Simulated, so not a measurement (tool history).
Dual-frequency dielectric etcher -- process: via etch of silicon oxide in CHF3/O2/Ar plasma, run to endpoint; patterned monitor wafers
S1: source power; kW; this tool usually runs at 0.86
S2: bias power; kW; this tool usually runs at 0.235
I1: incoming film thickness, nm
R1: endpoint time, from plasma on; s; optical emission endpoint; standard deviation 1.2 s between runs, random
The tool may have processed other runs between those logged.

run   hour    S1     S2     I1     R1
  1      0  0.86  0.235  399.5  155.7
  2     60  0.86  0.235  402.7  157.4
     119.6  -- wet clean of the chamber
  3  120.1  0.94  0.264  400.4    151
  4  150.8   0.8  0.235  403.5  168.3
  5  196.6  0.86  0.235  399.8    164
  6  222.7  0.86  0.235  398.4  160.3
  7  269.8  0.86  0.235  400.2  160.1
  8  315.3  0.86  0.235  404.1  162.1
     337.4  -- source power generator calibrated
     343.1  -- upper electrode replaced
  9  360.7  1.02  0.191  400.9  165.4
 10  393.9  1.02  0.191  399.6  161.7
 11  452.8  0.86  0.235    400  155.7
 12  505.7  1.04  0.195  399.8  158.9
 13  536.1  0.69  0.285  405.5  157.9
     584.6  -- wet clean of the chamber
     587.4  -- bias power generator calibrated
 14  587.9  0.86  0.235  399.8  160.7
 15  637.6  0.77  0.205  402.7  177.5
 16  706.6  1.02  0.195  397.8  160.6
 17  738.4  0.65  0.192  403.2    191
 18  790.5     1  0.265  401.5  143.9
 19  854.3  0.66  0.235  399.4  173.4
 20  907.9  0.97  0.235    402  150.9
 21  934.8  0.86  0.235  401.1  154.9
 22  992.5  0.99  0.178  398.8  164.6
     1059.5  -- wet clean of the chamber
 23   1060  0.96  0.208  400.8  165.2

Measured result minus the same run's result without the hidden state. Both carry the same run-to-run variation, though not necessarily the same gauge scatter:
What the log doesn't record here: etch rate over this chamber's usual, %; source power that arrives over what is set, %; bias power that arrives over what is set, %.
run    R1
  1  -5.6
  2  -6.7
  3  +0.4
  4  -0.1
  5  -0.9
  6  -1.3
  7  -2.1
  8  -2.9
  9  -3.8
 10  -4.2
 11    -5
 12  -5.9
 13  -6.4
 14  -0.3
 15  -1.3
 16  -2.3
 17  -3.4
 18  -3.3
 19    -5
 20  -5.2
 21  -5.8
 22  -7.2
 23  +0.5

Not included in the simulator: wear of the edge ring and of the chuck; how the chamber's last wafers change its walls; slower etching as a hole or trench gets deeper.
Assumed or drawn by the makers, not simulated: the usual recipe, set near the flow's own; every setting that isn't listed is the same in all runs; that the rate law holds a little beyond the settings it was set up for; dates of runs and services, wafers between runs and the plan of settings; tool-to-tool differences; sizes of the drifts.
